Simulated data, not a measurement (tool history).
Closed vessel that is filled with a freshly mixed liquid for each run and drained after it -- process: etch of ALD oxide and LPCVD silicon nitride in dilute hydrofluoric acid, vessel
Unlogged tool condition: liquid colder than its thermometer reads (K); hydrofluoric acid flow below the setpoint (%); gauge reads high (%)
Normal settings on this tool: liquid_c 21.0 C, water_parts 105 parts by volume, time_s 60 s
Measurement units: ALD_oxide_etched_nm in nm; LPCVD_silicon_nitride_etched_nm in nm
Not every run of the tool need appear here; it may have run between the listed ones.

run     day  liquid_c  water_parts  time_s  wafers since the last listed run  hours since the thermometer was replaced  hours since the hydrofluoric acid flow meter was replaced  hours since the gauge calibration  read-back film thickness of the ALD oxide reference wafer, read on the same gauge (nm)  read-back film thickness of the LPCVD silicon nitride reference wafer, read on the same gauge (nm)  ALD_oxide_etched_nm  LPCVD_silicon_nitride_etched_nm
  1   0.000      21.0          105      60                                 0                                    2748.2                                                      533.6                             1516.4                                                                                   79.99                                                                                              70.000                 9.78                            0.213
  2   3.992      21.0          105      60                             12160                                    2844.0                                                      629.4                             1612.2                                                                                   80.02                                                                                              69.997                 9.76                            0.182
  3   6.000      22.5           80      60                              6118                                    2892.2                                                      677.6                             1660.4                                                                                   80.00                                                                                              69.998                14.01                            0.263
      8.288  -- hydrofluoric acid flow meter replaced
      8.792  -- gauge calibrated
  4   9.988      22.5           80      60                             12020                                    2987.9                                                       40.8                               28.7                                                                                   79.95                                                                                              69.999                13.98                            0.276
     12.750  -- thermometer replaced
  5  13.333      21.0          105      60                             10066                                      14.0                                                      121.1                              109.0                                                                                   79.97                                                                                              70.028                10.35                            0.258
  6  17.554      21.0          105      60                             12858                                     115.3                                                      222.4                              210.3                                                                                   80.01                                                                                              69.989                10.33                            0.148
  7  21.600      21.0           85      85                             12325                                     212.4                                                      319.5                              307.4                                                                                   80.01                                                                                              70.003                18.45                            0.523
  8  25.567      21.0          105      60                             12084                                     307.6                                                      414.7                              402.6                                                                                   80.03                                                                                              70.012                10.28                            0.264
  9  29.954      18.5          105      60                             13366                                     412.9                                                      520.0                              507.9                                                                                   80.01                                                                                              70.005                 9.28                            0.197
 10  31.912      21.0           65      80                              5966                                     459.9                                                      567.0                              554.9                                                                                   79.97                                                                                              69.982                23.10                            0.612
 11  33.454      21.0           85      60                              4696                                     496.9                                                      604.0                              591.9                                                                                   80.00                                                                                              70.007                12.95                            0.314
 12  36.254      21.0          105      60                              8530                                     564.1                                                      671.2                              659.1                                                                                   79.97                                                                                              70.002                10.22                            0.150
 13  39.017      21.0          125      60                              8415                                     630.4                                                      737.5                              725.4                                                                                   80.01                                                                                              70.026                 8.44                            0.199
 14  40.775      17.0          140      70                              5356                                     672.6                                                      779.7                              767.6                                                                                   80.01                                                                                              70.013                 7.24                            0.156
 15  42.700      19.0           85      80                              5864                                     718.8                                                      825.9                              813.8                                                                                   80.01                                                                                              69.999                15.87                            0.326
     43.592  -- hydrofluoric acid flow meter replaced
 16  46.338      21.0           60      50                             10954                                     806.1                                                       65.9                              901.1                                                                                   80.01                                                                                              69.993                15.57                            0.371
 17  49.708      21.0          105      60                             10269                                     887.0                                                      146.8                              982.0                                                                                   80.03                                                                                              69.985                10.17                            0.213
 18  51.654      21.0          140      60                              5927                                     933.7                                                      193.5                             1028.7                                                                                   80.01                                                                                              70.012                 7.42                            0.182
 19  58.850      25.0          105      30                             21922                                    1106.4                                                      366.2                             1201.4                                                                                   80.01                                                                                              69.980                 5.86                            0.146
 20  63.183      21.0          105      30                             13201                                    1210.4                                                      470.2                             1305.4                                                                                   80.03                                                                                              69.999                 5.10                            0.085
 21  65.217      19.5          105      30                              6194                                    1259.2                                                      519.0                             1354.2                                                                                   80.02                                                                                              70.011                 4.74                            0.085
 22  67.038      21.0          135      60                              5547                                    1302.9                                                      562.7                             1397.9                                                                                   79.98                                                                                              69.976                 7.55                            0.194
 23  70.850      17.0          105      60                             11614                                    1394.4                                                      654.2                             1489.4                                                                                   79.98                                                                                              70.023                 8.56                            0.193
 24  73.917      21.0          105      60                              9342                                    1468.0                                                      727.8                             1563.0                                                                                   79.96                                                                                              70.005                10.15                            0.150
     74.067  -- hydrofluoric acid flow meter replaced
     76.662  -- gauge calibrated
 25  76.742      21.0          105      60                              8479                                    1535.8                                                       64.2                                1.9                                                                                   79.99                                                                                              69.987                10.12                            0.217
 26  80.400      21.0           60      70                             11145                                    1623.6                                                      152.0                               89.7                                                                                   79.97                                                                                              69.986                21.62                            0.336
 27  84.312      21.0          105      60                             11919                                    1717.5                                                      245.9                              183.6                                                                                   79.99                                                                                              70.006                 9.96                            0.219

Some steps in ALD_oxide_etched_nm between neighbouring runs. How much of each would the tool show without its hidden state too (settings, what came in, random variation), and how much is left for the hidden state, with any gauge scatter that isn't in both results?
Run 4 -> 5: liquid_c 22.5 -> 21.0, water_parts 80 -> 105, thermometer replaced. ALD_oxide_etched_nm -3.63 nm: hidden state +0.86, all else -4.49.
Run 9 -> 10: liquid_c 18.5 -> 21.0, water_parts 105 -> 65, time_s 60 -> 80. ALD_oxide_etched_nm +13.82 nm: hidden state -0.14, all else +13.96.
Run 25 -> 26: water_parts 105 -> 60, time_s 60 -> 70. ALD_oxide_etched_nm +11.50 nm: hidden state -0.38, all else +11.88.
Run 26 -> 27: water_parts 60 -> 105, time_s 70 -> 60. ALD_oxide_etched_nm -11.66 nm: hidden state +0.36, all else -12.02.
